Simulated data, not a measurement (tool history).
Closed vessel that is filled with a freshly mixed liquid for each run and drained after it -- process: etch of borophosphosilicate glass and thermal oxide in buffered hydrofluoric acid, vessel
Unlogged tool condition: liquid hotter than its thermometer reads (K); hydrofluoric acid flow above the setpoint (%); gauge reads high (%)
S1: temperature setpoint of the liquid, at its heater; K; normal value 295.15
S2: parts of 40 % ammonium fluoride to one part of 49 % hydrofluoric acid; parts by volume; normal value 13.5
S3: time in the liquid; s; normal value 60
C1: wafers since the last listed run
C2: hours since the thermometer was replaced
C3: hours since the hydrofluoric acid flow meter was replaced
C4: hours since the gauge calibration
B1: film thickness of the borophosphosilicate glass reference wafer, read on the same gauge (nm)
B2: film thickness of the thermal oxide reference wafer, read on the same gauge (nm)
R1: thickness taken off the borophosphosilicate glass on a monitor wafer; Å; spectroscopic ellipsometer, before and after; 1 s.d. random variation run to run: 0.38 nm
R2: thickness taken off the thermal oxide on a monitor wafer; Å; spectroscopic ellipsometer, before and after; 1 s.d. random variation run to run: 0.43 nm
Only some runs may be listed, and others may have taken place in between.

run,hour,S1,S2,S3,C1,C2,C3,C4,B1,B2,R1,R2
1,0,295.15,13.5,60,0,605.8,1103.6,27,130,90.02,564,486.7
2,16.5,295.15,13.5,60,2019,622.3,1120.1,43.5,129.99,90.01,561.3,480.4
3,33.5,295.15,13.5,60,2080,639.3,1137.1,60.5,129.95,89.98,574.8,492.5
4,43.9,295.15,13.5,60,1272,649.7,1147.5,70.9,130.03,90.04,567.6,487.5
# hour 49: thermometer replaced
5,57.3,292.65,17.5,50,1517,8.3,1160.9,84.3,129.98,90,304.8,259.1
6,68.6,297.65,19,60,1382,19.6,1172.2,95.6,129.97,89.98,446.2,376.5
7,81.8,298.15,16,30,1615,32.8,1185.4,108.8,130.02,90.05,270.5,230.9
8,133.5,299.65,18.5,30,6327,84.5,1237.1,160.5,130.01,90,254.5,217.5
9,149.8,295.15,13.5,60,1994,100.8,1253.4,176.8,129.93,90,551.3,467.7
10,166.1,295.15,13.5,45,1994,117.1,1269.7,193.1,130,90.06,411.5,348
11,179.5,295.15,13.5,60,1639,130.5,1283.1,206.5,129.98,90,546.4,474.7
12,190.1,292.65,13.5,75,1297,141.1,1293.7,217.1,129.97,90.04,599,512
13,198.8,297.65,18,50,1064,149.8,1302.4,225.8,129.95,90,392.1,336.9
14,212.8,295.15,8.5,30,1713,163.8,1316.4,239.8,130.03,89.94,421.7,354.7
15,223.2,295.15,15.5,80,1272,174.2,1326.8,250.2,130,90.02,646.3,550.6
# hour 232.6: hydrofluoric acid flow meter replaced
16,235.4,295.15,13.5,60,1370,186.4,2.8,262.4,130.02,89.94,550.9,464.8
17,253.1,290.65,13.5,40,2166,204.1,20.5,280.1,129.97,90.02,286.8,245.8
18,269.8,291.65,11,60,2043,220.8,37.2,296.8,130.06,90.01,560.6,473.3
19,285.5,295.15,13.5,60,1921,236.5,52.9,312.5,130,90,550.7,464.4
20,301.5,291.15,17.5,30,1958,252.5,68.9,328.5,129.99,89.97,171,145.3
21,316.8,293.65,13.5,60,1872,267.8,84.2,343.8,130.01,90.02,508.1,427.7
22,327.1,293.15,17,40,1260,278.1,94.5,354.1,129.99,90.04,261.4,223.1
23,334.6,295.15,13.5,85,917,285.6,102,361.6,130.03,90.02,777.9,667
24,349.6,295.15,13.5,60,1835,300.6,117,376.6,130.03,90.01,552.8,472.5
# hour 358.9: gauge calibrated
25,361.8,291.65,11,60,1493,312.8,129.2,2.9,129.97,89.98,562.6,475.1
26,369.2,295.15,10.5,90,905,320.2,136.6,10.3,129.96,89.99,1055.7,915.6

Predict each of these 3 candidate next runs independently; none follows another, all start after run 26:
A,369.9,296.65,13.5,60,85,320.9,137.3,11,?,?,?,?
B,369.9,293.65,9,40,85,320.9,137.3,11,?,?,?,?
C,369.9,298.15,18.5,35,85,320.9,137.3,11,?,?,?,?

run,B1,B2,R1,R2
A,129.98,89.99,599.9,508.6
B,129.98,89.99,488,411.7
C,129.98,89.99,278,236.2
With the hidden condition removed and each run's random variation left untouched, the same runs would have given:
run,R1,R2
A,588.3,498.7
B,478.4,403.5
C,272.7,231.6

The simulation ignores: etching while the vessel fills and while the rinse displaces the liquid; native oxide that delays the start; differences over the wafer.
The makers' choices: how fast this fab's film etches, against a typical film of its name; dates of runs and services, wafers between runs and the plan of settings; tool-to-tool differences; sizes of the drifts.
